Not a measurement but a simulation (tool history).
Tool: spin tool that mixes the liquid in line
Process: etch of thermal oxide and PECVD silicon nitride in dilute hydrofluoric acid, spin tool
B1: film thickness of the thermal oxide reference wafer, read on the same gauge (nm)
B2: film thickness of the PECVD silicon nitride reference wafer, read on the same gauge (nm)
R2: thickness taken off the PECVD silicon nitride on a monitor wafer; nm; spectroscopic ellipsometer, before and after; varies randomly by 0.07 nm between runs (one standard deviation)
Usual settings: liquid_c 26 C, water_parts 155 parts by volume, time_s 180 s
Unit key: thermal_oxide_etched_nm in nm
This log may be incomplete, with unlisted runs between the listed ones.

{"run": 1, "hour": 0.0, "liquid_c": 26, "water_parts": 155, "time_s": 180, "B1": 60, "B2": 40.01, "thermal_oxide_etched_nm": 4.38, "R2": 6.44}
{"run": 2, "hour": 25.7, "liquid_c": 26, "water_parts": 155, "time_s": 180, "B1": 60.01, "B2": 39.95, "thermal_oxide_etched_nm": 4.36, "R2": 6.44}
{"run": 3, "hour": 42.4, "liquid_c": 22, "water_parts": 205, "time_s": 180, "B1": 60.04, "B2": 40.02, "thermal_oxide_etched_nm": 2.68, "R2": 3.81}
{"run": 4, "hour": 66.4, "liquid_c": 22, "water_parts": 205, "time_s": 180, "B1": 59.99, "B2": 40.02, "thermal_oxide_etched_nm": 2.69, "R2": 3.71}
{"run": 5, "hour": 94.2, "liquid_c": 26, "water_parts": 155, "time_s": 105, "B1": 60.02, "B2": 39.99, "thermal_oxide_etched_nm": 2.52, "R2": 3.68}
{"run": 6, "hour": 111.1, "liquid_c": 26, "water_parts": 155, "time_s": 105, "B1": 60, "B2": 39.97, "thermal_oxide_etched_nm": 2.51, "R2": 3.71}
{"run": 7, "hour": 144.7, "liquid_c": 27.5, "water_parts": 155, "time_s": 260, "B1": 60.02, "B2": 40.05, "thermal_oxide_etched_nm": 6.49, "R2": 9.93}
{"run": 8, "hour": 171.7, "liquid_c": 27.5, "water_parts": 155, "time_s": 260, "B1": 60, "B2": 39.97, "thermal_oxide_etched_nm": 6.59, "R2": 9.95}
{"run": 9, "hour": 195.9, "liquid_c": 26, "water_parts": 155, "time_s": 180, "B1": 59.99, "B2": 39.94, "thermal_oxide_etched_nm": 4.26, "R2": 6.19}
{"hour": 200.7, "done": "gauge calibrated"}
{"hour": 210.4, "done": "thermometer replaced"}
{"run": 10, "hour": 211.7, "liquid_c": 26, "water_parts": 155, "time_s": 180, "B1": 60, "B2": 40.03, "thermal_oxide_etched_nm": 4.7, "R2": 7.31}
{"run": 11, "hour": 228.7, "liquid_c": 26, "water_parts": 155, "time_s": 180, "B1": 60.04, "B2": 40.04, "thermal_oxide_etched_nm": 4.64, "R2": 7.24}
{"run": 12, "hour": 243.5, "liquid_c": 26, "water_parts": 200, "time_s": 180, "B1": 59.97, "B2": 40.03, "thermal_oxide_etched_nm": 3.41, "R2": 5.6}
{"run": 13, "hour": 273.0, "liquid_c": 26, "water_parts": 220, "time_s": 180, "B1": 60, "B2": 39.98, "thermal_oxide_etched_nm": 3.01, "R2": 5.02}
{"run": 14, "hour": 292.9, "liquid_c": 29, "water_parts": 155, "time_s": 240, "B1": 60.01, "B2": 40.03, "thermal_oxide_etched_nm": 6.91, "R2": 11.53}
{"run": 15, "hour": 327.2, "liquid_c": 26, "water_parts": 155, "time_s": 180, "B1": 60, "B2": 40.02, "thermal_oxide_etched_nm": 4.58, "R2": 7.05}
{"run": 16, "hour": 339.8, "liquid_c": 28.5, "water_parts": 210, "time_s": 275, "B1": 60.01, "B2": 39.97, "thermal_oxide_etched_nm": 5.24, "R2": 9.38}
{"run": 17, "hour": 354.5, "liquid_c": 27.5, "water_parts": 130, "time_s": 290, "B1": 59.98, "B2": 40.05, "thermal_oxide_etched_nm": 9.58, "R2": 14.92}
{"run": 18, "hour": 385.6, "liquid_c": 30.5, "water_parts": 220, "time_s": 180, "B1": 60, "B2": 40.01, "thermal_oxide_etched_nm": 3.45, "R2": 6.52}
{"run": 19, "hour": 416.6, "liquid_c": 26, "water_parts": 155, "time_s": 180, "B1": 60.05, "B2": 40, "thermal_oxide_etched_nm": 4.54, "R2": 7.01}
{"hour": 436.7, "done": "hydrofluoric acid flow meter replaced"}
{"run": 20, "hour": 449.6, "liquid_c": 26, "water_parts": 80, "time_s": 180, "B1": 60.03, "B2": 39.99, "thermal_oxide_etched_nm": 10.5, "R2": 14.26}
{"run": 21, "hour": 467.7, "liquid_c": 23, "water_parts": 155, "time_s": 180, "B1": 59.97, "B2": 40.04, "thermal_oxide_etched_nm": 4.37, "R2": 6.14}
{"run": 22, "hour": 480.6, "liquid_c": 26, "water_parts": 155, "time_s": 180, "B1": 59.99, "B2": 40.01, "thermal_oxide_etched_nm": 4.89, "R2": 7.4}
{"run": 23, "hour": 494.3, "liquid_c": 26, "water_parts": 155, "time_s": 250, "B1": 60, "B2": 40.03, "thermal_oxide_etched_nm": 6.81, "R2": 10.16}
{"run": 24, "hour": 517.2, "liquid_c": 27.5, "water_parts": 80, "time_s": 180, "B1": 60.01, "B2": 40.03, "thermal_oxide_etched_nm": 10.96, "R2": 15.56}
{"run": 25, "hour": 546.9, "liquid_c": 26, "water_parts": 120, "time_s": 275, "B1": 59.99, "B2": 40.05, "thermal_oxide_etched_nm": 9.88, "R2": 14.06}

Each row is a separate what-if for the run after 25, all from the same tool condition, not one after another. Results?
{"run": "A", "hour": 547.4, "liquid_c": 26, "water_parts": 155, "time_s": 180, "B1": "?", "B2": "?", "thermal_oxide_etched_nm": "?", "R2": "?"}
{"run": "B", "hour": 547.4, "liquid_c": 23.5, "water_parts": 205, "time_s": 150, "B1": "?", "B2": "?", "thermal_oxide_etched_nm": "?", "R2": "?"}
{"run": "C", "hour": 547.4, "liquid_c": 23, "water_parts": 105, "time_s": 145, "B1": "?", "B2": "?", "thermal_oxide_etched_nm": "?", "R2": "?"}
{"run": "D", "hour": 547.4, "liquid_c": 24, "water_parts": 115, "time_s": 140, "B1": "?", "B2": "?", "thermal_oxide_etched_nm": "?", "R2": "?"}
{"run": "E", "hour": 547.4, "liquid_c": 24, "water_parts": 190, "time_s": 240, "B1": "?", "B2": "?", "thermal_oxide_etched_nm": "?", "R2": "?"}

run=A B1=59.99 B2=40.02 thermal_oxide_etched_nm=4.79 R2=7.35
run=B B1=59.99 B2=40.02 thermal_oxide_etched_nm=2.6 R2=3.96
run=C B1=59.99 B2=40.02 thermal_oxide_etched_nm=5.37 R2=7.15
run=D B1=59.99 B2=40.02 thermal_oxide_etched_nm=4.87 R2=6.75
run=E B1=59.99 B2=40.02 thermal_oxide_etched_nm=4.64 R2=7.06
With the hidden condition removed and each run's random variation left untouched, the same runs would have given:
run=A thermal_oxide_etched_nm=5.08 R2=8.03
run=B thermal_oxide_etched_nm=2.76 R2=4.32
run=C thermal_oxide_etched_nm=5.71 R2=7.83
run=D thermal_oxide_etched_nm=5.18 R2=7.38
run=E thermal_oxide_etched_nm=4.93 R2=7.7
